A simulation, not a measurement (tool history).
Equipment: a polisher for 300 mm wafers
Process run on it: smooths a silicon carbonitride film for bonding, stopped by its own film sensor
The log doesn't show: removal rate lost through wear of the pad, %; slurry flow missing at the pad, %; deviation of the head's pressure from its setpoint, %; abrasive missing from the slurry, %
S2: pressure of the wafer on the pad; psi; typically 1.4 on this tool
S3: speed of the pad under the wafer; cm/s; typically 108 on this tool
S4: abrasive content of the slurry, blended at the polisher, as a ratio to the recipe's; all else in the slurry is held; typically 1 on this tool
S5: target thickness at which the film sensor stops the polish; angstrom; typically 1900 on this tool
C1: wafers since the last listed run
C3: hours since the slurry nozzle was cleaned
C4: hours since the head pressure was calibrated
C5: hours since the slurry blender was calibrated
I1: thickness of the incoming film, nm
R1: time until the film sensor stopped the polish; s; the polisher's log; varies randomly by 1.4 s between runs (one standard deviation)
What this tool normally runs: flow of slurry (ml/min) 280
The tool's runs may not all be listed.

{"run": 1, "hour": 0.0, "flow of slurry (ml/min)": 280, "S2": 1.1, "S3": 108, "S4": 1, "S5": 1900, "C1": 0, "wafers polished on this pad": 430, "C3": 252.3, "C4": 434.7, "C5": 45.7, "I1": 220.3, "R1": 164.2}
{"run": 2, "hour": 17.9, "flow of slurry (ml/min)": 280, "S2": 1.1, "S3": 108, "S4": 1, "S5": 1900, "C1": 132, "wafers polished on this pad": 562, "C3": 270.2, "C4": 452.6, "C5": 63.6, "I1": 219.7, "R1": 161.7}
{"run": 3, "hour": 32.8, "flow of slurry (ml/min)": 300, "S2": 1.4, "S3": 108, "S4": 1, "S5": 1900, "C1": 109, "wafers polished on this pad": 672, "C3": 285.1, "C4": 467.5, "C5": 78.5, "I1": 220.6, "R1": 132.7}
{"run": 4, "hour": 61.2, "flow of slurry (ml/min)": 300, "S2": 1.4, "S3": 108, "S4": 1, "S5": 1900, "C1": 209, "wafers polished on this pad": 882, "C3": 313.5, "C4": 495.9, "C5": 106.9, "I1": 221.2, "R1": 137.5}
{"hour": 79.6, "done": "worn pad replaced by a new one"}
{"run": 5, "hour": 86.9, "flow of slurry (ml/min)": 280, "S2": 1.4, "S3": 108, "S4": 1, "S5": 1850, "C1": 160, "wafers polished on this pad": 54, "C3": 339.2, "C4": 521.6, "C5": 132.6, "I1": 221.2, "R1": 159.9}
{"run": 6, "hour": 113.2, "flow of slurry (ml/min)": 280, "S2": 1.4, "S3": 108, "S4": 1, "S5": 1850, "C1": 194, "wafers polished on this pad": 248, "C3": 365.5, "C4": 547.9, "C5": 158.9, "I1": 221.1, "R1": 161.6}
{"hour": 138.4, "done": "slurry blender recalibrated"}
{"hour": 182.9, "done": "slurry nozzle cleaned"}
{"run": 7, "hour": 194.2, "flow of slurry (ml/min)": 280, "S2": 1.4, "S3": 108, "S4": 1, "S5": 1900, "C1": 575, "wafers polished on this pad": 823, "C3": 11.3, "C4": 628.9, "C5": 55.8, "I1": 215.8, "R1": 113.7}
{"run": 8, "hour": 217.3, "flow of slurry (ml/min)": 280, "S2": 1.4, "S3": 108, "S4": 1, "S5": 1900, "C1": 170, "wafers polished on this pad": 994, "C3": 34.4, "C4": 652, "C5": 78.9, "I1": 219.1, "R1": 130.7}
{"hour": 224.4, "done": "worn pad replaced by a new one"}
{"run": 9, "hour": 252.2, "flow of slurry (ml/min)": 280, "S2": 1.4, "S3": 108, "S4": 1, "S5": 1900, "C1": 227, "wafers polished on this pad": 204, "C3": 69.3, "C4": 686.9, "C5": 113.8, "I1": 220, "R1": 131.6}
{"run": 10, "hour": 280.7, "flow of slurry (ml/min)": 280, "S2": 1.4, "S3": 108, "S4": 1, "S5": 1900, "C1": 210, "wafers polished on this pad": 415, "C3": 97.8, "C4": 715.4, "C5": 142.3, "I1": 217.7, "R1": 119.7}
{"hour": 289.4, "done": "slurry blender recalibrated"}
{"run": 11, "hour": 313.7, "flow of slurry (ml/min)": 280, "S2": 1.4, "S3": 108, "S4": 1, "S5": 1900, "C1": 228, "wafers polished on this pad": 643, "C3": 130.8, "C4": 748.4, "C5": 24.3, "I1": 222.3, "R1": 141.4}
{"hour": 340.2, "done": "worn pad replaced by a new one"}
{"run": 12, "hour": 347.6, "flow of slurry (ml/min)": 300, "S2": 1.4, "S3": 108, "S4": 1, "S5": 1900, "C1": 220, "wafers polished on this pad": 54, "C3": 164.7, "C4": 782.3, "C5": 58.2, "I1": 216.3, "R1": 116.6}
{"run": 13, "hour": 368.6, "flow of slurry (ml/min)": 280, "S2": 1.1, "S3": 108, "S4": 0.8, "S5": 1840, "C1": 154, "wafers polished on this pad": 209, "C3": 185.7, "C4": 803.3, "C5": 79.2, "I1": 218.8, "R1": 214.3}
{"run": 14, "hour": 390.8, "flow of slurry (ml/min)": 225, "S2": 1.2, "S3": 82, "S4": 1, "S5": 1970, "C1": 163, "wafers polished on this pad": 373, "C3": 207.9, "C4": 825.5, "C5": 101.4, "I1": 222.1, "R1": 160.7}
{"run": 15, "hour": 421.8, "flow of slurry (ml/min)": 280, "S2": 1.7, "S3": 108, "S4": 1, "S5": 1830, "C1": 228, "wafers polished on this pad": 602, "C3": 238.9, "C4": 856.5, "C5": 132.4, "I1": 217.9, "R1": 132.2}
{"hour": 457.2, "done": "head pressure recalibrated"}
{"run": 16, "hour": 457.7, "flow of slurry (ml/min)": 205, "S2": 1.6, "S3": 124, "S4": 1.3, "S5": 1900, "C1": 250, "wafers polished on this pad": 852, "C3": 274.8, "C4": 0.5, "C5": 168.3, "I1": 221.3, "R1": 100.4}
{"hour": 462.2, "done": "worn pad replaced by a new one"}
{"hour": 462.7, "done": "slurry blender recalibrated"}
{"run": 17, "hour": 484.3, "flow of slurry (ml/min)": 280, "S2": 1.4, "S3": 108, "S4": 1, "S5": 1810, "C1": 163, "wafers polished on this pad": 159, "C3": 301.4, "C4": 27.1, "C5": 21.6, "I1": 219.9, "R1": 173.8}
{"run": 18, "hour": 511.5, "flow of slurry (ml/min)": 335, "S2": 1.2, "S3": 108, "S4": 1, "S5": 1900, "C1": 200, "wafers polished on this pad": 359, "C3": 328.6, "C4": 54.3, "C5": 48.8, "I1": 217, "R1": 135.6}
{"run": 19, "hour": 537.7, "flow of slurry (ml/min)": 250, "S2": 1.4, "S3": 108, "S4": 0.8, "S5": 1900, "C1": 193, "wafers polished on this pad": 553, "C3": 354.8, "C4": 80.5, "C5": 75, "I1": 220.5, "R1": 152.8}
{"hour": 549.3, "done": "slurry nozzle cleaned"}
{"run": 20, "hour": 554.1, "flow of slurry (ml/min)": 360, "S2": 1.4, "S3": 146, "S4": 1.2, "S5": 1930, "C1": 113, "wafers polished on this pad": 666, "C3": 4.8, "C4": 96.9, "C5": 91.4, "I1": 220.3, "R1": 85.3}
{"hour": 577.3, "done": "worn pad replaced by a new one"}
{"run": 21, "hour": 581.3, "flow of slurry (ml/min)": 280, "S2": 1.4, "S3": 108, "S4": 1, "S5": 1960, "C1": 171, "wafers polished on this pad": 29, "C3": 32, "C4": 124.1, "C5": 118.6, "I1": 221.6, "R1": 114.9}

4 ways to go on from here, each from the tool as it stands after run 21. What would each give?
{"run": "A", "hour": 581.8, "flow of slurry (ml/min)": 280, "S2": 1.4, "S3": 108, "S4": 1, "S5": 1900, "C1": 3, "wafers polished on this pad": 33, "C3": 32.5, "C4": 124.6, "C5": 119.1, "I1": 223.1, "R1": "?"}
{"run": "B", "hour": 581.8, "flow of slurry (ml/min)": 280, "S2": 1.4, "S3": 98, "S4": 1, "S5": 1900, "C1": 3, "wafers polished on this pad": 33, "C3": 32.5, "C4": 124.6, "C5": 119.1, "I1": 223.1, "R1": "?"}
{"run": "C", "hour": 581.8, "flow of slurry (ml/min)": 280, "S2": 1.2, "S3": 108, "S4": 1, "S5": 1950, "C1": 3, "wafers polished on this pad": 33, "C3": 32.5, "C4": 124.6, "C5": 119.1, "I1": 223.1, "R1": "?"}
{"run": "D", "hour": 581.8, "flow of slurry (ml/min)": 330, "S2": 0.9, "S3": 108, "S4": 0.7, "S5": 1900, "C1": 3, "wafers polished on this pad": 33, "C3": 32.5, "C4": 124.6, "C5": 119.1, "I1": 223.1, "R1": "?"}

run=A R1=147.8
run=B R1=159.7
run=C R1=143
run=D R1=261.2
The same runs, with their run-to-run variation unchanged, on a tool lacking any hidden condition would have given:
run=A R1=147.8
run=B R1=159.7
run=C R1=143
run=D R1=261.2
